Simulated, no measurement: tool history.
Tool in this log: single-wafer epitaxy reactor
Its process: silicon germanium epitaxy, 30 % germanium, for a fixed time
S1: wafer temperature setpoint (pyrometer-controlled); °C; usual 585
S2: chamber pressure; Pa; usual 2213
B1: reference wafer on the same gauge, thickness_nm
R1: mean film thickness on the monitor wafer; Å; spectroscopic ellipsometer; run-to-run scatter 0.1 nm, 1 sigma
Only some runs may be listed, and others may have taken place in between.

run 1 hour=0.0 | S1=585 S2=2213 | B1=34.381 | R1=444.45
run 2 hour=46.4 | S1=585 S2=2213 | B1=34.413 | R1=446.95
-- hour=69.2 gauge calibrated
run 3 hour=107.3 | S1=585 S2=2213 | B1=34.376 | R1=445.39
run 4 hour=176.0 | S1=585 S2=2213 | B1=34.390 | R1=448.58
run 5 hour=221.6 | S1=585 S2=2213 | B1=34.395 | R1=449.06
run 6 hour=253.1 | S1=592 S2=1840 | B1=34.412 | R1=463.30
run 7 hour=387.9 | S1=592 S2=1840 | B1=34.412 | R1=464.43
-- hour=455.8 pyrometer calibrated
run 8 hour=543.4 | S1=574 S2=2213 | B1=34.419 | R1=349.60
-- hour=570.2 capacitance manometer re-zeroed and calibrated
run 9 hour=611.5 | S1=574 S2=2213 | B1=34.383 | R1=339.76
run 10 hour=642.7 | S1=574 S2=2213 | B1=34.408 | R1=341.23
-- hour=709.0 showerhead replaced
run 11 hour=712.1 | S1=585 S2=2213 | B1=34.408 | R1=423.10
run 12 hour=770.1 | S1=598 S2=2600 | B1=34.393 | R1=594.22
-- hour=800.2 gauge calibrated
run 13 hour=809.3 | S1=574 S2=1667 | B1=34.400 | R1=294.68
run 14 hour=859.7 | S1=585 S2=2213 | B1=34.408 | R1=428.23
run 15 hour=925.4 | S1=585 S2=2213 | B1=34.370 | R1=428.73
run 16 hour=959.5 | S1=585 S2=2213 | B1=34.405 | R1=432.62
run 17 hour=997.2 | S1=592 S2=2466 | B1=34.397 | R1=522.99
run 18 hour=1041.1 | S1=596 S2=1680 | B1=34.399 | R1=457.48
run 19 hour=1077.9 | S1=585 S2=1747 | B1=34.407 | R1=379.58
run 20 hour=1113.4 | S1=592 S2=1853 | B1=34.396 | R1=449.56
run 21 hour=1150.0 | S1=580 S2=2613 | B1=34.413 | R1=429.31
run 22 hour=1192.9 | S1=585 S2=2413 | B1=34.415 | R1=457.47
run 23 hour=1248.2 | S1=585 S2=2213 | B1=34.400 | R1=437.66

Consider 4 possible next runs. They are alternatives, not a sequence: every one starts from the tool as it was left by run 23. What does each give?
run A hour=1248.6 | S1=585 S2=2693 | B1=? | R1=?
run B hour=1248.6 | S1=572 S2=2626 | B1=? | R1=?
run C hour=1248.6 | S1=600 S2=2000 | B1=? | R1=?
run D hour=1248.6 | S1=585 S2=2586 | B1=? | R1=?

run=A B1=34.397 R1=482.83
run=B B1=34.397 R1=370.08
run=C B1=34.397 R1=547.61
run=D B1=34.397 R1=473.04
Had the tool no hidden state, the same runs would have come out as:
run=A R1=458.53
run=B R1=351.25
run=C R1=520.40
run=D R1=449.24

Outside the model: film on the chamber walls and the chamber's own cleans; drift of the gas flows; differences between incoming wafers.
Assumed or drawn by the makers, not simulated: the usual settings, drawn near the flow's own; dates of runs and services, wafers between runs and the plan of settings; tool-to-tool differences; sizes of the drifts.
